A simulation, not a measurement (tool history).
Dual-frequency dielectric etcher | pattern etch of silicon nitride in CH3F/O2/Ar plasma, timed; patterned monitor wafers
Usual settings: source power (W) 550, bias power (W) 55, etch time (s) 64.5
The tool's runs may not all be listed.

| run | hour | source power (W) | bias power (W) | etch time (s) | read-back reference wafer on the same gauge, depth_nm | mean etch depth across the wafer (Å) |
|---|---|---|---|---|---|---|
| 1 | 0 | 510 | 55 | 64.5 | 51.53 | 477.9 |
| 2 | 41.6 | 510 | 55 | 64.5 | 51.47 | 477 |
| 3 | 108.8 | 510 | 55 | 64.5 | 51.53 | 476.3 |
| 4 | 133.5 | 550 | 55 | 64.5 | 51.5 | 490.1 |
| 5 | 192.7 | 550 | 55 | 64.5 | 51.5 | 489.9 |
| 6 | 238 | 470 | 55 | 68.5 | 51.5 | 487.7 |
| 7 | 271.4 | 470 | 55 | 68.5 | 51.5 | 486.6 |
| 8 | 340.2 | 550 | 55 | 64.5 | 51.52 | 486.4 |
| 9 | 401.3 | 550 | 55 | 64.5 | 51.51 | 486.9 |
| 10 | 458.4 | 550 | 55 | 64.5 | 51.47 | 486.1 |
|  | 477.1 | gauge calibrated |
|  | 510.9 | wet clean of the chamber |
| 11 | 620 | 550 | 55 | 64.5 | 51.51 | 492.1 |
|  | 701.8 | source power generator calibrated |
|  | 709 | upper electrode replaced |
| 12 | 709.5 | 550 | 55 | 64.5 | 51.46 | 489.6 |
| 13 | 750.1 | 590 | 68 | 70 | 51.54 | 578.2 |
| 14 | 780 | 550 | 41 | 74 | 51.55 | 526.1 |
| 15 | 833.3 | 420 | 63 | 71 | 51.49 | 496.8 |
| 16 | 868 | 550 | 55 | 64.5 | 51.49 | 489 |

Run 17 comes next. What will it give?
| 17 | 929.5 | 430 | 50 | 79.5 | ? | ? |

{"run 17": {"read-back reference wafer on the same gauge, depth_nm": 51.45, "mean etch depth across the wafer (Å)": 528.8}}
Without the tool's hidden state the same run would have given mean etch depth across the wafer (Å) 542.8.
